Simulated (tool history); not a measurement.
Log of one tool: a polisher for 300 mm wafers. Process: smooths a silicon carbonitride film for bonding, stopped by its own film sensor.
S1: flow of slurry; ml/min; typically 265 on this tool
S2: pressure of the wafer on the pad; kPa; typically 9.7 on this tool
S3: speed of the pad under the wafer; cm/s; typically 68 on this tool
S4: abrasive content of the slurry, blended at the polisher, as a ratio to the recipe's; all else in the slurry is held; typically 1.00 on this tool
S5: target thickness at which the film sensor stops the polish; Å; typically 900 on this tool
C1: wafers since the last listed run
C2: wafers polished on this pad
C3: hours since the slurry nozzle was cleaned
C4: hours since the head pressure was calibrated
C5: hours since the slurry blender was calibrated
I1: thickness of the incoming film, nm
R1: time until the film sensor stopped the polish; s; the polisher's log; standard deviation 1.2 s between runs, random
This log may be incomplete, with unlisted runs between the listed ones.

run   hour   S1    S2  S3    S4   S5   C1   C2     C3      C4     C5     I1     R1
  1    0.0  265   9.7  68  1.00  900    0  536  466.6  1006.1   80.1   98.6   76.6
       8.8  -- worn pad replaced by a new one
  2   10.4  265   9.7  68  1.00  900   69   17  477.0  1016.5   90.5  100.8   95.5
  3   24.2  265   9.7  68  1.00  900  149  166  490.8  1030.3  104.3  100.3   89.0
  4   40.8  265   9.7  68  1.00  900  179  346  507.4  1046.9  120.9   99.2   82.7
  5   47.5  265   9.7  68  1.00  900   72  418  514.1  1053.6  127.6  100.4   92.6
  6   61.3  265   9.7  68  1.00  900  149  567  527.9  1067.4  141.4  100.3   92.4
      74.5  -- worn pad replaced by a new one
  7   93.2  265   9.7  68  0.85  900  301  202  559.8  1099.3  173.3  100.8  101.5
  8  100.1  265   9.7  68  0.85  900   74  276  566.7  1106.2  180.2   98.8   83.5
     105.7  -- head pressure recalibrated
  9  112.9  265   9.7  68  1.00  900  116  393  579.5     7.2  193.0  100.4   92.4
     140.2  -- worn pad replaced by a new one
     145.9  -- slurry blender recalibrated
 10  157.7  265  10.3  68  1.00  900  419  167  624.3    52.0   11.8  100.2   85.1
 11  171.8  265   9.7  68  1.00  900  152  320  638.4    66.1   25.9   99.8   86.8
     180.9  -- slurry nozzle cleaned
 12  181.4  320   9.7  68  1.15  870   93  413    0.5    75.7   35.5  100.2  110.4
 13  198.7  265   9.7  80  0.80  900  187  600   17.8    93.0   52.8   98.5   73.2
     208.3  -- worn pad replaced by a new one
 14  208.8  265   9.7  68  1.00  900   65    5   27.9   103.1   62.9   99.1   80.9
 15  219.9  265   7.6  68  1.20  900  120  125   39.0   114.2   74.0   98.8   93.5
 16  226.1  265   7.6  68  1.20  900   67  192   45.2   120.4   80.2   99.2   95.9
 17  238.5  265   9.7  68  1.00  900  134  326   57.6   132.8   92.6  101.3  102.5
 18  253.4  180   9.7  68  1.00  900  161  487   72.5   147.7  107.5   99.2   82.2
     268.3  -- worn pad replaced by a new one
 19  268.8  265   9.7  68  1.00  910  123    5   87.9   163.1  122.9  100.7   87.8
 20  311.5  265   8.3  68  1.00  880  461  466  130.6   205.8  165.6  100.4  130.5

Predict each of these 5 candidate next runs independently; none follows another, all start after run 20:
  A  312.0  265   9.7  68  1.00  900   5  472  131.1  206.3  166.1  102.2   ?
  B  312.0  265  11.0  68  1.25  900   5  472  131.1  206.3  166.1  102.2   ?
  C  312.0  175   6.9  46  1.10  900   5  472  131.1  206.3  166.1  102.2   ?
  D  312.0  240  12.4  68  1.00  890   5  472  131.1  206.3  166.1  102.2   ?
  E  312.0  220   9.7  68  1.00  900   5  472  131.1  206.3  166.1  102.2   ?

run     R1
  A  108.4
  B   87.1
  C  205.9
  D   91.8
  E  109.8
The same runs, with their run-to-run variation unchanged, on a tool lacking any hidden condition would have given:
run     R1
  A  108.4
  B   87.1
  C  205.9
  D   91.8
  E  109.8
